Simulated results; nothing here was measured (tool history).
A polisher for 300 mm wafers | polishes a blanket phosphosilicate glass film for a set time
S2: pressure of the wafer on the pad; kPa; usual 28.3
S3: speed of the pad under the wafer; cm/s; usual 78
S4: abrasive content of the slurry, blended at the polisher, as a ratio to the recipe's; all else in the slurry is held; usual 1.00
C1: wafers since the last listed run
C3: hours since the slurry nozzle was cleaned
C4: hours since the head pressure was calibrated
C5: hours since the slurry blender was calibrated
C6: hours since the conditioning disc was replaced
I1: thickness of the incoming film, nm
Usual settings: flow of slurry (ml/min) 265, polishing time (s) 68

run 1 day=0.000 | flow_of_slurry_(ml/min)=320 S2=28.3 S3=78 S4=1.00 polishing_time_(s)=68 | C1=0 wafers_polished_on_this_pad=459 C3=283.5 C4=957.2 C5=519.7 C6=218.1 | I1=4157.0 | film_removed_(angstrom)=6881
-- day=0.050 slurry blender recalibrated
-- day=0.571 slurry nozzle cleaned
run 2 day=2.767 | flow_of_slurry_(ml/min)=320 S2=28.3 S3=78 S4=1.00 polishing_time_(s)=68 | C1=791 wafers_polished_on_this_pad=1250 C3=52.7 C4=1023.6 C5=65.2 C6=284.5 | I1=4030.7 | film_removed_(angstrom)=6895
run 3 day=4.112 | flow_of_slurry_(ml/min)=335 S2=28.3 S3=78 S4=1.00 polishing_time_(s)=68 | C1=398 wafers_polished_on_this_pad=1648 C3=85.0 C4=1055.9 C5=97.5 C6=316.8 | I1=4139.0 | film_removed_(angstrom)=6727
run 4 day=6.929 | flow_of_slurry_(ml/min)=265 S2=28.3 S3=78 S4=1.00 polishing_time_(s)=68 | C1=833 wafers_polished_on_this_pad=2481 C3=152.6 C4=1123.5 C5=165.1 C6=384.4 | I1=4107.8 | film_removed_(angstrom)=6513
-- day=7.733 worn pad replaced by a new one
-- day=8.046 conditioning disc replaced and pad reconditioned
run 5 day=9.412 | flow_of_slurry_(ml/min)=265 S2=28.3 S3=78 S4=1.00 polishing_time_(s)=68 | C1=660 wafers_polished_on_this_pad=471 C3=212.2 C4=1183.1 C5=224.7 C6=32.8 | I1=4114.9 | film_removed_(angstrom)=6902
run 6 day=10.512 | flow_of_slurry_(ml/min)=230 S2=28.3 S3=78 S4=1.00 polishing_time_(s)=68 | C1=325 wafers_polished_on_this_pad=797 C3=238.6 C4=1209.5 C5=251.1 C6=59.2 | I1=4103.0 | film_removed_(angstrom)=6794
-- day=11.262 slurry nozzle cleaned
run 7 day=13.129 | flow_of_slurry_(ml/min)=230 S2=28.3 S3=78 S4=1.00 polishing_time_(s)=68 | C1=761 wafers_polished_on_this_pad=1558 C3=44.8 C4=1272.3 C5=313.9 C6=122.0 | I1=4151.5 | film_removed_(angstrom)=6629
run 8 day=16.121 | flow_of_slurry_(ml/min)=265 S2=28.3 S3=88 S4=0.85 polishing_time_(s)=68 | C1=884 wafers_polished_on_this_pad=2443 C3=116.6 C4=1344.1 C5=385.7 C6=193.8 | I1=4092.7 | film_removed_(angstrom)=6945
-- day=17.492 slurry blender recalibrated
-- day=17.771 worn pad replaced by a new one
run 9 day=18.350 | flow_of_slurry_(ml/min)=265 S2=31.0 S3=78 S4=1.00 polishing_time_(s)=81 | C1=585 wafers_polished_on_this_pad=170 C3=170.1 C4=1397.6 C5=20.6 C6=247.3 | I1=4127.6 | film_removed_(angstrom)=8615
run 10 day=19.538 | flow_of_slurry_(ml/min)=265 S2=31.0 S3=78 S4=1.00 polishing_time_(s)=81 | C1=351 wafers_polished_on_this_pad=521 C3=198.6 C4=1426.1 C5=49.1 C6=275.8 | I1=4039.0 | film_removed_(angstrom)=8654
run 11 day=21.050 | flow_of_slurry_(ml/min)=265 S2=31.0 S3=78 S4=1.00 polishing_time_(s)=81 | C1=447 wafers_polished_on_this_pad=969 C3=234.9 C4=1462.4 C5=85.4 C6=312.1 | I1=4102.7 | film_removed_(angstrom)=8456
run 12 day=22.192 | flow_of_slurry_(ml/min)=315 S2=33.8 S3=78 S4=1.00 polishing_time_(s)=68 | C1=337 wafers_polished_on_this_pad=1306 C3=262.3 C4=1489.8 C5=112.8 C6=339.5 | I1=4153.8 | film_removed_(angstrom)=7984
-- day=23.808 head pressure recalibrated
run 13 day=24.025 | flow_of_slurry_(ml/min)=265 S2=28.3 S3=94 S4=0.90 polishing_time_(s)=68 | C1=517 wafers_polished_on_this_pad=1824 C3=306.3 C4=5.2 C5=156.8 C6=383.5 | I1=4116.2 | film_removed_(angstrom)=6922
-- day=24.433 slurry nozzle cleaned
run 14 day=26.788 | flow_of_slurry_(ml/min)=265 S2=37.2 S3=100 S4=0.90 polishing_time_(s)=68 | C1=804 wafers_polished_on_this_pad=2629 C3=56.5 C4=71.5 C5=223.1 C6=449.8 | I1=4085.3 | film_removed_(angstrom)=9417
-- day=27.521 worn pad replaced by a new one
-- day=29.138 conditioning disc replaced and pad reconditioned
run 15 day=29.625 | flow_of_slurry_(ml/min)=325 S2=28.3 S3=86 S4=0.85 polishing_time_(s)=78 | C1=765 wafers_polished_on_this_pad=598 C3=124.6 C4=139.6 C5=291.2 C6=11.7 | I1=4055.6 | film_removed_(angstrom)=8025
run 16 day=30.862 | flow_of_slurry_(ml/min)=210 S2=28.3 S3=78 S4=1.00 polishing_time_(s)=68 | C1=366 wafers_polished_on_this_pad=964 C3=154.3 C4=169.3 C5=320.9 C6=41.4 | I1=4101.7 | film_removed_(angstrom)=6534
run 17 day=32.233 | flow_of_slurry_(ml/min)=340 S2=28.3 S3=78 S4=1.10 polishing_time_(s)=68 | C1=405 wafers_polished_on_this_pad=1369 C3=187.2 C4=202.2 C5=353.8 C6=74.3 | I1=4072.6 | film_removed_(angstrom)=7215
run 18 day=34.346 | flow_of_slurry_(ml/min)=325 S2=28.3 S3=86 S4=0.85 polishing_time_(s)=78 | C1=624 wafers_polished_on_this_pad=1994 C3=237.9 C4=252.9 C5=404.5 C6=125.0 | I1=4037.6 | film_removed_(angstrom)=7969
run 19 day=36.321 | flow_of_slurry_(ml/min)=345 S2=33.8 S3=78 S4=1.00 polishing_time_(s)=54 | C1=584 wafers_polished_on_this_pad=2578 C3=285.3 C4=300.3 C5=451.9 C6=172.4 | I1=4113.0 | film_removed_(angstrom)=6490
-- day=37.388 worn pad replaced by a new one
run 20 day=37.662 | flow_of_slurry_(ml/min)=265 S2=28.3 S3=78 S4=1.00 polishing_time_(s)=68 | C1=347 wafers_polished_on_this_pad=81 C3=317.5 C4=332.5 C5=484.1 C6=204.6 | I1=4108.0 | film_removed_(angstrom)=6844
-- day=38.217 slurry blender recalibrated
-- day=38.758 slurry nozzle cleaned
run 21 day=38.775 | flow_of_slurry_(ml/min)=265 S2=28.3 S3=78 S4=0.90 polishing_time_(s)=68 | C1=292 wafers_polished_on_this_pad=373 C3=0.4 C4=359.2 C5=13.4 C6=231.3 | I1=4103.2 | film_removed_(angstrom)=6340
run 22 day=40.096 | flow_of_slurry_(ml/min)=290 S2=35.9 S3=100 S4=0.90 polishing_time_(s)=68 | C1=390 wafers_polished_on_this_pad=764 C3=32.1 C4=390.9 C5=45.1 C6=263.0 | I1=4176.3 | film_removed_(angstrom)=9827
run 23 day=41.142 | flow_of_slurry_(ml/min)=265 S2=31.7 S3=78 S4=1.00 polishing_time_(s)=50 | C1=309 wafers_polished_on_this_pad=1073 C3=57.2 C4=416.0 C5=70.2 C6=288.1 | I1=4153.4 | film_removed_(angstrom)=5386
run 24 day=44.104 | flow_of_slurry_(ml/min)=265 S2=28.3 S3=78 S4=0.85 polishing_time_(s)=68 | C1=876 wafers_polished_on_this_pad=1949 C3=128.3 C4=487.1 C5=141.3 C6=359.2 | I1=4079.3 | film_removed_(angstrom)=6147
run 25 day=45.962 | flow_of_slurry_(ml/min)=230 S2=28.3 S3=78 S4=1.00 polishing_time_(s)=68 | C1=549 wafers_polished_on_this_pad=2499 C3=172.9 C4=531.7 C5=185.9 C6=403.8 | I1=4107.5 | film_removed_(angstrom)=6203

Measured less the same run without the tool's hidden state. The same run-to-run variation is in both; the gauge's scatter may not be:
The hidden state here: removal rate lost through wear of the pad, %; slurry flow missing at the pad, %; deviation of the head's pressure from its setpoint, %; abrasive missing from the slurry, %; time polished since the conditioner stopped cutting, s.
run=1 film_removed_(angstrom)=-203
run=2 film_removed_(angstrom)=-300
run=3 film_removed_(angstrom)=-348
run=4 film_removed_(angstrom)=-463
run=5 film_removed_(angstrom)=-68
run=6 film_removed_(angstrom)=-73
run=7 film_removed_(angstrom)=-104
run=8 film_removed_(angstrom)=-197
run=9 film_removed_(angstrom)=-332
run=10 film_removed_(angstrom)=-393
run=11 film_removed_(angstrom)=-466
run=12 film_removed_(angstrom)=-543
run=13 film_removed_(angstrom)=-576
run=14 film_removed_(angstrom)=-1374
run=15 film_removed_(angstrom)=-138
run=16 film_removed_(angstrom)=-108
run=17 film_removed_(angstrom)=-131
run=18 film_removed_(angstrom)=-194
run=19 film_removed_(angstrom)=-217
run=20 film_removed_(angstrom)=-230
run=21 film_removed_(angstrom)=-244
run=22 film_removed_(angstrom)=-682
run=23 film_removed_(angstrom)=-303
run=24 film_removed_(angstrom)=-428
run=25 film_removed_(angstrom)=-517
